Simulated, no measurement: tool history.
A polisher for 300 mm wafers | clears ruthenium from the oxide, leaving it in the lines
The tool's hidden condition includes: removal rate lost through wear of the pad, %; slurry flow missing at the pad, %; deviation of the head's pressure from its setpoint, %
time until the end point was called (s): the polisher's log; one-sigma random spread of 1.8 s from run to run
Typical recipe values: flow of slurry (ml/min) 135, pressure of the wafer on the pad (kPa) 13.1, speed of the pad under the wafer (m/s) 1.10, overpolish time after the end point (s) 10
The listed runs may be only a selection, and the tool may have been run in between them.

| run | hour | flow of slurry (ml/min) | pressure of the wafer on the pad (kPa) | speed of the pad under the wafer (m/s) | overpolish time after the end point (s) | wafers since the last listed run | wafers polished on this pad | hours since the slurry nozzle was cleaned | hours since the head pressure was calibrated | incoming thickness of the incoming film, nm | time until the end point was called (s) |
|---|---|---|---|---|---|---|---|---|---|---|---|
| 1 | 0.0 | 135 | 13.1 | 1.10 | 10 | 0 | 248 | 218.5 | 25.4 | 140.0 | 134.1 |
| 2 | 102.9 | 135 | 13.1 | 1.10 | 10 | 693 | 941 | 321.4 | 128.3 | 141.5 | 138.8 |
| 3 | 144.0 | 135 | 13.1 | 1.10 | 10 | 276 | 1218 | 362.5 | 169.4 | 139.8 | 138.2 |
| 4 | 210.8 | 135 | 13.1 | 1.10 | 10 | 450 | 1668 | 429.3 | 236.2 | 141.0 | 142.6 |
| 5 | 252.2 | 135 | 13.1 | 1.10 | 10 | 278 | 1947 | 470.7 | 277.6 | 138.8 | 146.1 |
| 6 | 344.7 | 120 | 16.5 | 1.10 | 10 | 623 | 2570 | 563.2 | 370.1 | 137.2 | 126.6 |
|  | 388.0 | slurry nozzle cleaned |
| 7 | 415.5 | 120 | 16.5 | 1.10 | 10 | 470 | 3041 | 27.5 | 440.9 | 140.4 | 116.5 |
|  | 482.0 | worn pad replaced by a new one |
| 8 | 482.5 | 135 | 13.1 | 1.10 | 10 | 424 | 3 | 94.5 | 507.9 | 139.7 | 130.5 |
| 9 | 532.4 | 135 | 13.1 | 1.10 | 10 | 336 | 339 | 144.4 | 557.8 | 142.2 | 133.1 |
| 10 | 607.4 | 135 | 13.1 | 1.10 | 10 | 505 | 844 | 219.4 | 632.8 | 139.2 | 132.3 |
| 11 | 703.7 | 135 | 13.1 | 1.10 | 10 | 648 | 1493 | 315.7 | 729.1 | 139.9 | 141.0 |
|  | 907.5 | head pressure recalibrated |
|  | 914.9 | slurry nozzle cleaned |
|  | 972.2 | worn pad replaced by a new one |
| 12 | 993.7 | 135 | 13.1 | 1.10 | 10 | 1906 | 144 | 78.8 | 86.2 | 140.7 | 132.2 |
| 13 | 1098.1 | 135 | 13.1 | 1.10 | 10 | 703 | 848 | 183.2 | 190.6 | 139.5 | 130.9 |
| 14 | 1193.3 | 135 | 9.7 | 1.10 | 10 | 641 | 1489 | 278.4 | 285.8 | 140.9 | 187.8 |
| 15 | 1256.3 | 135 | 9.7 | 1.10 | 10 | 424 | 1914 | 341.4 | 348.8 | 138.1 | 186.9 |
| 16 | 1302.3 | 135 | 9.7 | 1.10 | 10 | 309 | 2223 | 387.4 | 394.8 | 140.9 | 196.3 |
| 17 | 1374.7 | 175 | 13.1 | 1.10 | 6 | 487 | 2711 | 459.8 | 467.2 | 141.0 | 139.6 |
| 18 | 1417.0 | 115 | 8.3 | 1.44 | 5 | 284 | 2996 | 502.1 | 509.5 | 139.9 | 193.5 |
| 19 | 1486.3 | 135 | 16.5 | 1.44 | 7 | 466 | 3463 | 571.4 | 578.8 | 139.6 | 98.1 |
|  | 1579.1 | worn pad replaced by a new one |
|  | 1600.7 | slurry nozzle cleaned |
| 20 | 1692.7 | 135 | 13.1 | 1.10 | 10 | 1356 | 758 | 92.0 | 785.2 | 140.2 | 130.8 |

The next listed run, before its measurement:
|  | 1765.9 | head pressure recalibrated |
| 21 | 1794.9 | 135 | 13.1 | 1.10 | 10 | 675 | 1433 | 194.2 | 29.0 | 141.2 | ? |

time until the end point was called (s): 137.6
The same run, on a tool lacking any hidden state, would have yielded time until the end point was called (s) 132.9.
